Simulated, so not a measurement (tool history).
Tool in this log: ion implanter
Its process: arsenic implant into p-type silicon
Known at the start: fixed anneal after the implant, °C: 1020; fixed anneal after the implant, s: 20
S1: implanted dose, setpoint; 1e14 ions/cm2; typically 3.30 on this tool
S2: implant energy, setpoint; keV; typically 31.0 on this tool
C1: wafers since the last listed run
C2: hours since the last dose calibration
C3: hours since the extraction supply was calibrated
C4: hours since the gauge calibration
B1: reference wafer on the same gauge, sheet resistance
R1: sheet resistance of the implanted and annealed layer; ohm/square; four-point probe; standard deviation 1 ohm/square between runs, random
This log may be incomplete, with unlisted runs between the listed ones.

Run 1, hour 0.0: usual settings but S2 34.0 keV; C1 0; C2 328.6; C3 5424.3; C4 759.7; B1 249.93. Result: R1 261.21 ohm/square.
Run 2, hour 65.2: usual settings but S2 34.0 keV; C1 894; C2 393.8; C3 5489.5; C4 824.9; B1 250.00. Result: R1 262.25 ohm/square.
Run 3, hour 127.9: usual settings but S1 4.08 1e14 ions/cm2; C1 860; C2 456.5; C3 5552.2; C4 887.6; B1 249.97. Result: R1 225.41 ohm/square.
Run 4, hour 227.4: usual settings but S1 4.08 1e14 ions/cm2; C1 1365; C2 556.0; C3 5651.7; C4 987.1; B1 249.98. Result: R1 226.85 ohm/square.
Run 5, hour 360.3: usual settings but S1 4.08 1e14 ions/cm2; C1 1824; C2 688.9; C3 5784.6; C4 1120.0; B1 249.98. Result: R1 226.67 ohm/square.
Run 6, hour 450.3: usual settings but S2 24.0 keV; C1 1235; C2 778.9; C3 5874.6; C4 1210.0; B1 250.00. Result: R1 276.50 ohm/square.
Run 7, hour 516.7: usual settings but S2 24.0 keV; C1 911; C2 845.3; C3 5941.0; C4 1276.4; B1 250.09. Result: R1 276.16 ohm/square.
Run 8, hour 563.9: usual settings but S2 24.0 keV; C1 647; C2 892.5; C3 5988.2; C4 1323.6; B1 249.84. Result: R1 278.26 ohm/square.
Run 9, hour 666.7: usual settings but S1 2.95 1e14 ions/cm2; C1 1411; C2 995.3; C3 6091.0; C4 1426.4; B1 250.16. Result: R1 292.45 ohm/square.
At hour 707.7: gauge calibrated.
Run 10, hour 711.1: usual settings but S1 3.90 1e14 ions/cm2; C1 609; C2 1039.7; C3 6135.4; C4 3.4; B1 250.13. Result: R1 235.95 ohm/square.
Run 11, hour 797.3: usual settings but S1 3.90 1e14 ions/cm2; C1 1183; C2 1125.9; C3 6221.6; C4 89.6; B1 250.00. Result: R1 236.97 ohm/square.
Run 12, hour 876.2: usual settings but S1 3.90 1e14 ions/cm2; C1 1082; C2 1204.8; C3 6300.5; C4 168.5; B1 249.88. Result: R1 238.30 ohm/square.
At hour 960.9: extraction supply calibrated.
Run 13, hour 982.0: usual settings; C1 1342; C2 1310.6; C3 21.1; C4 274.3; B1 249.99. Result: R1 270.47 ohm/square.
Run 14, hour 1023.9: usual settings but S2 23.0 keV; C1 575; C2 1352.5; C3 63.0; C4 316.2; B1 250.00. Result: R1 280.65 ohm/square.
Run 15, hour 1070.8: usual settings but S1 3.89 1e14 ions/cm2, S2 23.0 keV; C1 643; C2 1399.4; C3 109.9; C4 363.1; B1 250.22. Result: R1 250.29 ohm/square.
Run 16, hour 1154.2: usual settings but S1 3.62 1e14 ions/cm2; C1 1144; C2 1482.8; C3 193.3; C4 446.5; B1 250.21. Result: R1 251.89 ohm/square.
Run 17, hour 1215.5: usual settings but S1 2.76 1e14 ions/cm2, S2 41.5 keV; C1 841; C2 1544.1; C3 254.6; C4 507.8; B1 250.16. Result: R1 296.86 ohm/square.
Run 18, hour 1280.0: usual settings but S1 2.32 1e14 ions/cm2, S2 38.0 keV; C1 885; C2 1608.6; C3 319.1; C4 572.3; B1 250.17. Result: R1 343.10 ohm/square.
Run 19, hour 1337.7: usual settings but S2 23.5 keV; C1 791; C2 1666.3; C3 376.8; C4 630.0; B1 250.02. Result: R1 282.19 ohm/square.
At hour 1432.3: Faraday cup replaced and dose calibrated.
Run 20, hour 1445.6: usual settings but S1 3.90 1e14 ions/cm2; C1 1371; C2 13.3; C3 484.7; C4 737.9; B1 249.93. Result: R1 232.71 ohm/square.
Run 21, hour 1521.3: usual settings but S2 20.5 keV; C1 1039; C2 89.0; C3 560.4; C4 813.6; B1 249.94. Result: R1 277.42 ohm/square.
Run 22, hour 1572.2: usual settings; C1 698; C2 139.9; C3 611.3; C4 864.5; B1 250.12. Result: R1 264.32 ohm/square.
Run 23, hour 1608.5: usual settings; C1 498; C2 176.2; C3 647.6; C4 900.8; B1 249.97. Result: R1 264.45 ohm/square.
Run 24, hour 1695.0: usual settings but S1 3.99 1e14 ions/cm2, S2 34.0 keV; C1 1187; C2 262.7; C3 734.1; C4 987.3; B1 250.06. Result: R1 225.68 ohm/square.
Run 25, hour 1739.3: usual settings but S1 2.36 1e14 ions/cm2, S2 28.0 keV; C1 608; C2 307.0; C3 778.4; C4 1031.6; B1 249.83. Result: R1 343.09 ohm/square.
Run 26, hour 1800.6: usual settings but S2 40.5 keV; C1 841; C2 368.3; C3 839.7; C4 1092.9; B1 249.96. Result: R1 255.76 ohm/square.
Run 27, hour 1898.4: usual settings but S1 3.79 1e14 ions/cm2, S2 35.5 keV; C1 1342; C2 466.1; C3 937.5; C4 1190.7; B1 250.20. Result: R1 234.40 ohm/square.

Each row is a separate what-if for the run after 27, all from the same tool condition, not one after another. Results?
Run A, hour 1898.8: usual settings but S1 3.04 1e14 ions/cm2; C1 5; C2 466.5; C3 937.9; C4 1191.1; B1 ?. Result: R1 ?.
Run B, hour 1898.8: usual settings but S1 3.58 1e14 ions/cm2, S2 21.0 keV; C1 5; C2 466.5; C3 937.9; C4 1191.1; B1 ?. Result: R1 ?.
Run C, hour 1898.8: usual settings but S1 3.81 1e14 ions/cm2, S2 26.0 keV; C1 5; C2 466.5; C3 937.9; C4 1191.1; B1 ?. Result: R1 ?.
Run D, hour 1898.8: usual settings but S1 3.68 1e14 ions/cm2, S2 20.0 keV; C1 5; C2 466.5; C3 937.9; C4 1191.1; B1 ?. Result: R1 ?.

run      B1      R1
  A  250.21  280.64
  B  250.21  261.32
  C  250.21  242.35
  D  250.21  257.51
Without the tool's hidden state the same runs would have given:
run      R1
  A  277.78
  B  258.66
  C  239.87
  D  254.89

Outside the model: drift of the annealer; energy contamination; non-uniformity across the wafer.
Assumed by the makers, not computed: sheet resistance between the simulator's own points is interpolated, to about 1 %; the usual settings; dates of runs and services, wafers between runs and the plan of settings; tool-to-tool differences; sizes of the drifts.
